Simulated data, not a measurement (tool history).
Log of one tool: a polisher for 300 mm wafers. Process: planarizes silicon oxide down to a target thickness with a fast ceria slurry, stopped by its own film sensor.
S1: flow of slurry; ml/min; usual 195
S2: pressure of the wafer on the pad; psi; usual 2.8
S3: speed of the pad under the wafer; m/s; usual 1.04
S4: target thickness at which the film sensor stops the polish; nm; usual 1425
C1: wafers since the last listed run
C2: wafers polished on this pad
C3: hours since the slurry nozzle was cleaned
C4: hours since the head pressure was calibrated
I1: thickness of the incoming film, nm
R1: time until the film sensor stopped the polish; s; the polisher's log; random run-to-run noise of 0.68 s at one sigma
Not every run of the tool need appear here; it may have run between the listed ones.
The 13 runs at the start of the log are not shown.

{"run": 14, "day": 41.833, "S1": 195, "S2": 2.8, "S3": 1.04, "S4": 1425, "C1": 529, "C2": 865, "C3": 212.5, "C4": 589.7, "I1": 2285.6, "R1": 60.8}
{"run": 15, "day": 45.7, "S1": 195, "S2": 2.8, "S3": 1.04, "S4": 1425, "C1": 733, "C2": 1599, "C3": 305.3, "C4": 682.5, "I1": 2272.5, "R1": 59.7}
{"run": 16, "day": 53.35, "S1": 195, "S2": 2.8, "S3": 1.28, "S4": 1574, "C1": 1452, "C2": 3051, "C3": 488.9, "C4": 866.1, "I1": 2224.7, "R1": 38.6}
{"run": 17, "day": 56.879, "S1": 170, "S2": 2.8, "S3": 0.7, "S4": 1425, "C1": 669, "C2": 3721, "C3": 573.6, "C4": 950.8, "I1": 2240.5, "R1": 88.2}
{"run": 18, "day": 59.512, "S1": 145, "S2": 2.4, "S3": 1.04, "S4": 1425, "C1": 499, "C2": 4221, "C3": 636.8, "C4": 1014, "I1": 2292.3, "R1": 77.1}
{"run": 19, "day": 61.188, "S1": 195, "S2": 3.1, "S3": 1.04, "S4": 1646, "C1": 317, "C2": 4539, "C3": 677, "C4": 1054.2, "I1": 2224.1, "R1": 38}
{"day": 61.612, "done": "slurry nozzle cleaned"}
{"day": 63.35, "done": "worn pad replaced by a new one"}
{"run": 20, "day": 64.038, "S1": 195, "S2": 2.8, "S3": 0.88, "S4": 1563, "C1": 501, "C2": 130, "C3": 58.2, "C4": 1122.6, "I1": 2226.5, "R1": 54.4}
{"run": 21, "day": 67.962, "S1": 195, "S2": 2, "S3": 1.36, "S4": 1292, "C1": 745, "C2": 875, "C3": 152.4, "C4": 1216.8, "I1": 2266.9, "R1": 72.1}

Run 22 has not been measured yet. What should we expect?
{"day": 69.312, "done": "head pressure recalibrated"}
{"run": 22, "day": 70.688, "S1": 195, "S2": 2.8, "S3": 1.04, "S4": 1425, "C1": 501, "C2": 1377, "C3": 217.8, "C4": 33, "I1": 2235.8, "R1": "?"}

{"run 22": {"R1": 58.4}}
If the tool had no hidden condition, the same run with the same run-to-run variation would have returned R1 56.2 s.
